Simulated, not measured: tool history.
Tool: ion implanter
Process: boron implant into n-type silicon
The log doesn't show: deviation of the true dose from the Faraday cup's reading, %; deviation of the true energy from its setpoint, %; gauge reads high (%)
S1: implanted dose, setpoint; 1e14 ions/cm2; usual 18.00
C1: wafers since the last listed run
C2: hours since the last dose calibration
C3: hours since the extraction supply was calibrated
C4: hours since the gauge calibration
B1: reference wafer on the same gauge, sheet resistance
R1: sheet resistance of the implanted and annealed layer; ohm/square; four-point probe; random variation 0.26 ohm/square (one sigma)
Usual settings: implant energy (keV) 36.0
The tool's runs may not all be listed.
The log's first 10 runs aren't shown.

Run 11, hour 636.0: usual settings but S1 16.04 1e14 ions/cm2, implant energy (keV) 44.5; C1 2836; C2 631.6; C3 3994.2; C4 923.9; B1 66.90. Result: R1 79.88 ohm/square.
Run 12, hour 730.3: usual settings; C1 3293; C2 725.9; C3 4088.5; C4 1018.2; B1 66.89. Result: R1 73.94 ohm/square.
Run 13, hour 836.5: usual settings; C1 3709; C2 832.1; C3 4194.7; C4 1124.4; B1 66.85. Result: R1 73.77 ohm/square.
At hour 888.6: Faraday cup replaced and dose calibrated.
Run 14, hour 895.7: usual settings; C1 1788; C2 7.1; C3 4253.9; C4 1183.6; B1 66.98. Result: R1 70.33 ohm/square.
Run 15, hour 995.0: usual settings; C1 3468; C2 106.4; C3 4353.2; C4 1282.9; B1 66.84. Result: R1 70.41 ohm/square.
Run 16, hour 1037.4: usual settings; C1 1481; C2 148.8; C3 4395.6; C4 1325.3; B1 66.80. Result: R1 70.57 ohm/square.
Run 17, hour 1105.1: usual settings but implant energy (keV) 24.0; C1 2364; C2 216.5; C3 4463.3; C4 1393.0; B1 66.96. Result: R1 75.11 ohm/square.
Run 18, hour 1157.6: usual settings but S1 21.30 1e14 ions/cm2, implant energy (keV) 30.5; C1 1833; C2 269.0; C3 4515.8; C4 1445.5; B1 66.84. Result: R1 64.29 ohm/square.
At hour 1199.5: gauge calibrated.
Run 19, hour 1218.1: usual settings but S1 22.34 1e14 ions/cm2, implant energy (keV) 43.5; C1 2113; C2 329.5; C3 4576.3; C4 18.6; B1 66.91. Result: R1 59.02 ohm/square.
Run 20, hour 1272.3: usual settings; C1 1893; C2 383.7; C3 4630.5; C4 72.8; B1 66.93. Result: R1 70.90 ohm/square.
At hour 1284.9: Faraday cup replaced and dose calibrated, repeated, since the last time left the tool worse.
Run 21, hour 1378.6: usual settings but S1 22.47 1e14 ions/cm2; C1 3433; C2 93.7; C3 4736.8; C4 179.1; B1 67.03. Result: R1 62.07 ohm/square.
Run 22, hour 1479.5: usual settings but implant energy (keV) 29.0; C1 3524; C2 194.6; C3 4837.7; C4 280.0; B1 66.88. Result: R1 75.33 ohm/square.
Run 23, hour 1559.4: usual settings; C1 2790; C2 274.5; C3 4917.6; C4 359.9; B1 66.84. Result: R1 73.68 ohm/square.
At hour 1629.9: extraction supply calibrated.
Run 24, hour 1638.6: usual settings but S1 15.48 1e14 ions/cm2; C1 2487; C2 353.7; C3 8.7; C4 439.1; B1 66.85. Result: R1 83.32 ohm/square.
Run 25, hour 1722.1: usual settings but S1 22.71 1e14 ions/cm2, implant energy (keV) 45.0; C1 2916; C2 437.2; C3 92.2; C4 522.6; B1 66.91. Result: R1 60.43 ohm/square.
Run 26, hour 1786.7: usual settings but implant energy (keV) 23.5; C1 2256; C2 501.8; C3 156.8; C4 587.2; B1 66.98. Result: R1 78.49 ohm/square.
Run 27, hour 1893.2: usual settings; C1 3720; C2 608.3; C3 263.3; C4 693.7; B1 67.05. Result: R1 73.66 ohm/square.
Run 28, hour 1936.5: usual settings but S1 16.59 1e14 ions/cm2, implant energy (keV) 27.0; C1 1512; C2 651.6; C3 306.6; C4 737.0; B1 66.93. Result: R1 80.61 ohm/square.
Run 29, hour 1998.3: usual settings; C1 2158; C2 713.4; C3 368.4; C4 798.8; B1 66.81. Result: R1 74.37 ohm/square.
Run 30, hour 2035.3: usual settings but S1 20.22 1e14 ions/cm2, implant energy (keV) 31.5; C1 1292; C2 750.4; C3 405.4; C4 835.8; B1 66.93. Result: R1 68.76 ohm/square.
At hour 2078.9: Faraday cup replaced and dose calibrated.
Run 31, hour 2120.5: usual settings but S1 12.73 1e14 ions/cm2, implant energy (keV) 47.0; C1 2696; C2 41.6; C3 490.6; C4 921.0; B1 67.08. Result: R1 95.25 ohm/square.
Run 32, hour 2166.6: usual settings but S1 23.23 1e14 ions/cm2, implant energy (keV) 29.5; C1 1610; C2 87.7; C3 536.7; C4 967.1; B1 66.82. Result: R1 63.29 ohm/square.

5 ways to go on from here, each from the tool as it stands after run 32. What would each give?
Run A, hour 2167.0: usual settings; C1 13; C2 88.1; C3 537.1; C4 967.5; B1 ?. Result: R1 ?.
Run B, hour 2167.0: usual settings but S1 22.09 1e14 ions/cm2, implant energy (keV) 29.0; C1 13; C2 88.1; C3 537.1; C4 967.5; B1 ?. Result: R1 ?.
Run C, hour 2167.0: usual settings but S1 21.75 1e14 ions/cm2, implant energy (keV) 29.5; C1 13; C2 88.1; C3 537.1; C4 967.5; B1 ?. Result: R1 ?.
Run D, hour 2167.0: usual settings but S1 15.27 1e14 ions/cm2, implant energy (keV) 30.5; C1 13; C2 88.1; C3 537.1; C4 967.5; B1 ?. Result: R1 ?.
Run E, hour 2167.0: usual settings but S1 19.86 1e14 ions/cm2; C1 13; C2 88.1; C3 537.1; C4 967.5; B1 ?. Result: R1 ?.

run     B1     R1
  A  66.88  73.22
  B  66.88  65.29
  C  66.88  65.72
  D  66.88  84.56
  E  66.88  67.92
Without the tool's hidden state the same runs would have given:
run     R1
  A  72.77
  B  64.96
  C  65.39
  D  84.04
  E  67.52

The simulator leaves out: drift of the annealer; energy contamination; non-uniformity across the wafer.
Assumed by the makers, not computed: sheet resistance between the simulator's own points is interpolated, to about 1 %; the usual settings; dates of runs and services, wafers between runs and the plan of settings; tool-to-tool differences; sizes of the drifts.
